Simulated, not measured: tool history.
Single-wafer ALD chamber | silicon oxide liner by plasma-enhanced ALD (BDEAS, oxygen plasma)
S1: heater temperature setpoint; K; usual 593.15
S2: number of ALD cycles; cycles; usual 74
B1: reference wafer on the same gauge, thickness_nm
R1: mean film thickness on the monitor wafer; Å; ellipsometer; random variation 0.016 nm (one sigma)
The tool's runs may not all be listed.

run 1 day=0.000 | S1=593.15 S2=74 | B1=6.649 | R1=62.91
run 2 day=3.012 | S1=593.15 S2=74 | B1=6.654 | R1=62.97
run 3 day=5.304 | S1=593.15 S2=74 | B1=6.648 | R1=63.03
run 4 day=8.079 | S1=593.15 S2=74 | B1=6.657 | R1=63.13
run 5 day=9.671 | S1=593.15 S2=74 | B1=6.653 | R1=63.05
run 6 day=13.871 | S1=593.15 S2=74 | B1=6.646 | R1=63.24
run 7 day=16.225 | S1=593.15 S2=74 | B1=6.652 | R1=63.05
run 8 day=18.242 | S1=593.15 S2=74 | B1=6.657 | R1=62.93
run 9 day=20.942 | S1=593.15 S2=74 | B1=6.644 | R1=62.75
run 10 day=23.012 | S1=593.15 S2=64 | B1=6.651 | R1=54.34
run 11 day=27.146 | S1=593.15 S2=74 | B1=6.643 | R1=62.96
run 12 day=28.775 | S1=593.15 S2=74 | B1=6.654 | R1=63.02
run 13 day=30.396 | S1=593.15 S2=74 | B1=6.650 | R1=62.87
run 14 day=34.579 | S1=593.15 S2=84 | B1=6.650 | R1=71.45
run 15 day=38.629 | S1=593.15 S2=84 | B1=6.658 | R1=71.44
run 16 day=41.046 | S1=585.15 S2=84 | B1=6.645 | R1=72.23
run 17 day=44.712 | S1=585.15 S2=84 | B1=6.644 | R1=72.25
run 18 day=47.338 | S1=588.15 S2=82 | B1=6.650 | R1=70.01
run 19 day=49.796 | S1=601.15 S2=69 | B1=6.653 | R1=57.86
run 20 day=54.150 | S1=601.15 S2=69 | B1=6.655 | R1=57.82
run 21 day=56.683 | S1=601.15 S2=69 | B1=6.647 | R1=57.63
run 22 day=69.321 | S1=593.15 S2=74 | B1=6.650 | R1=62.52
run 23 day=73.329 | S1=593.15 S2=69 | B1=6.647 | R1=58.19
run 24 day=77.275 | S1=597.15 S2=88 | B1=6.652 | R1=73.99
run 25 day=80.354 | S1=601.15 S2=60 | B1=6.650 | R1=50.03
run 26 day=84.121 | S1=604.15 S2=68 | B1=6.654 | R1=56.56
run 27 day=85.829 | S1=593.15 S2=74 | B1=6.653 | R1=62.55
-- day=90.196 gauge calibrated
-- day=90.442 thermocouple changed; heater temperature recalibrated
run 28 day=94.742 | S1=579.15 S2=63 | B1=6.652 | R1=54.93
run 29 day=97.142 | S1=599.15 S2=74 | B1=6.659 | R1=62.62
run 30 day=99.862 | S1=598.15 S2=74 | B1=6.653 | R1=62.97
run 31 day=103.608 | S1=605.15 S2=62 | B1=6.648 | R1=51.95
run 32 day=105.938 | S1=593.15 S2=74 | B1=6.651 | R1=63.25
run 33 day=109.442 | S1=605.15 S2=74 | B1=6.654 | R1=61.96
run 34 day=111.000 | S1=597.15 S2=88 | B1=6.654 | R1=74.79
run 35 day=112.633 | S1=605.15 S2=74 | B1=6.653 | R1=62.18
run 36 day=115.867 | S1=580.15 S2=81 | B1=6.646 | R1=70.42
run 37 day=119.254 | S1=600.15 S2=85 | B1=6.655 | R1=71.50
run 38 day=120.942 | S1=599.15 S2=60 | B1=6.643 | R1=50.56
run 39 day=125.392 | S1=593.15 S2=60 | B1=6.647 | R1=51.00
run 40 day=129.567 | S1=587.15 S2=62 | B1=6.643 | R1=53.32
run 41 day=132.650 | S1=603.15 S2=82 | B1=6.650 | R1=68.51
run 42 day=134.467 | S1=602.15 S2=63 | B1=6.650 | R1=52.84
run 43 day=138.533 | S1=593.15 S2=74 | B1=6.646 | R1=62.98
run 44 day=140.404 | S1=607.15 S2=62 | B1=6.649 | R1=51.51
run 45 day=142.312 | S1=601.15 S2=67 | B1=6.652 | R1=56.23
run 46 day=144.500 | S1=585.15 S2=64 | B1=6.649 | R1=55.27
run 47 day=147.112 | S1=607.15 S2=62 | B1=6.653 | R1=51.56

The tool's hidden state at each run:
gauge reads high (%): 0 in every run
H1: wafer temperature above the value expected at the setpoint (K)
run=1 H1=2.67
run=2 H1=2.84
run=3 H1=2.96
run=4 H1=3.11
run=5 H1=3.2
run=6 H1=3.43
run=7 H1=3.56
run=8 H1=3.67
run=9 H1=3.82
run=10 H1=3.93
run=11 H1=4.16
run=12 H1=4.25
run=13 H1=4.34
run=14 H1=4.57
run=15 H1=4.79
run=16 H1=4.93
run=17 H1=5.13
run=18 H1=5.27
run=19 H1=5.41
run=20 H1=5.65
run=21 H1=5.79
run=22 H1=6.48
run=23 H1=6.7
run=24 H1=6.92
run=25 H1=7.09
run=26 H1=7.3
run=27 H1=7.39
run=28 H1=0.537
run=29 H1=0.669
run=30 H1=0.819
run=31 H1=1.02
run=32 H1=1.15
run=33 H1=1.35
run=34 H1=1.43
run=35 H1=1.52
run=36 H1=1.7
run=37 H1=1.89
run=38 H1=1.98
run=39 H1=2.22
run=40 H1=2.45
run=41 H1=2.62
run=42 H1=2.72
run=43 H1=2.95
run=44 H1=3.05
run=45 H1=3.15
run=46 H1=3.27
run=47 H1=3.42

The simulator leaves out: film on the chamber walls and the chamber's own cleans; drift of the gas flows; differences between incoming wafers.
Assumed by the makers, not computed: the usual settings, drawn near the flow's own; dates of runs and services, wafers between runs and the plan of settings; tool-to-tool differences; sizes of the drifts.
